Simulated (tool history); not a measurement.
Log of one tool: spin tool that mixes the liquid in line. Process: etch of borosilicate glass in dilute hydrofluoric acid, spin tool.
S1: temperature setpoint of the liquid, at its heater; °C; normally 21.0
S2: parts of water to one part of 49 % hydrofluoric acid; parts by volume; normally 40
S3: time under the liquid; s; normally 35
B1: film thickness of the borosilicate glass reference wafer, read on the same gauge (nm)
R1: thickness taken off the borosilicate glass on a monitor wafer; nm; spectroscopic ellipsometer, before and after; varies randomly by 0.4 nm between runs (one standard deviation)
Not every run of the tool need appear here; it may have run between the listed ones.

run 1 day=0.000 | S1=21.0 S2=40 S3=35 | B1=70.00 | R1=40.89
run 2 day=2.929 | S1=21.0 S2=40 S3=35 | B1=70.01 | R1=41.25
run 3 day=6.729 | S1=21.0 S2=40 S3=35 | B1=70.02 | R1=41.07
run 4 day=9.346 | S1=21.0 S2=40 S3=35 | B1=69.98 | R1=40.99
run 5 day=11.625 | S1=21.0 S2=55 S3=45 | B1=70.03 | R1=38.62
run 6 day=14.271 | S1=21.0 S2=55 S3=45 | B1=69.98 | R1=38.46
run 7 day=17.379 | S1=21.0 S2=40 S3=35 | B1=70.00 | R1=40.41
-- day=18.350 hydrofluoric acid flow meter replaced
run 8 day=19.192 | S1=21.0 S2=40 S3=35 | B1=70.03 | R1=41.69
run 9 day=21.817 | S1=21.0 S2=30 S3=35 | B1=70.01 | R1=55.75
run 10 day=23.654 | S1=21.0 S2=40 S3=35 | B1=70.03 | R1=41.52
run 11 day=25.446 | S1=21.0 S2=40 S3=35 | B1=70.03 | R1=42.30
run 12 day=28.367 | S1=25.5 S2=25 S3=40 | B1=69.98 | R1=94.13
-- day=29.546 gauge calibrated
-- day=30.062 thermometer replaced
run 13 day=30.404 | S1=23.5 S2=20 S3=25 | B1=70.04 | R1=67.01
run 14 day=32.238 | S1=21.0 S2=40 S3=35 | B1=69.98 | R1=41.13
run 15 day=36.596 | S1=21.0 S2=40 S3=50 | B1=70.00 | R1=57.96
run 16 day=38.900 | S1=24.5 S2=30 S3=45 | B1=70.01 | R1=83.19
run 17 day=41.404 | S1=23.5 S2=45 S3=45 | B1=69.98 | R1=52.05
run 18 day=43.492 | S1=21.0 S2=40 S3=25 | B1=70.05 | R1=29.67
run 19 day=46.650 | S1=18.5 S2=60 S3=55 | B1=69.97 | R1=38.08
run 20 day=48.504 | S1=18.0 S2=50 S3=35 | B1=70.00 | R1=28.78

Here are 5 independent what-if runs from the current tool condition. What would each one return?
run A day=48.521 | S1=21.0 S2=40 S3=35 | B1=? | R1=?
run B day=48.521 | S1=24.0 S2=25 S3=45 | B1=? | R1=?
run C day=48.521 | S1=23.5 S2=40 S3=35 | B1=? | R1=?
run D day=48.521 | S1=18.5 S2=55 S3=15 | B1=? | R1=?
run E day=48.521 | S1=21.0 S2=35 S3=35 | B1=? | R1=?

run=A B1=69.96 R1=41.74
run=B B1=69.96 R1=99.38
run=C B1=69.96 R1=46.37
run=D B1=69.96 R1=11.49
run=E B1=69.96 R1=48.00
Had the tool no hidden state, the same runs would have come out as:
run=A R1=41.74
run=B R1=99.38
run=C R1=46.37
run=D R1=11.49
run=E R1=48.00
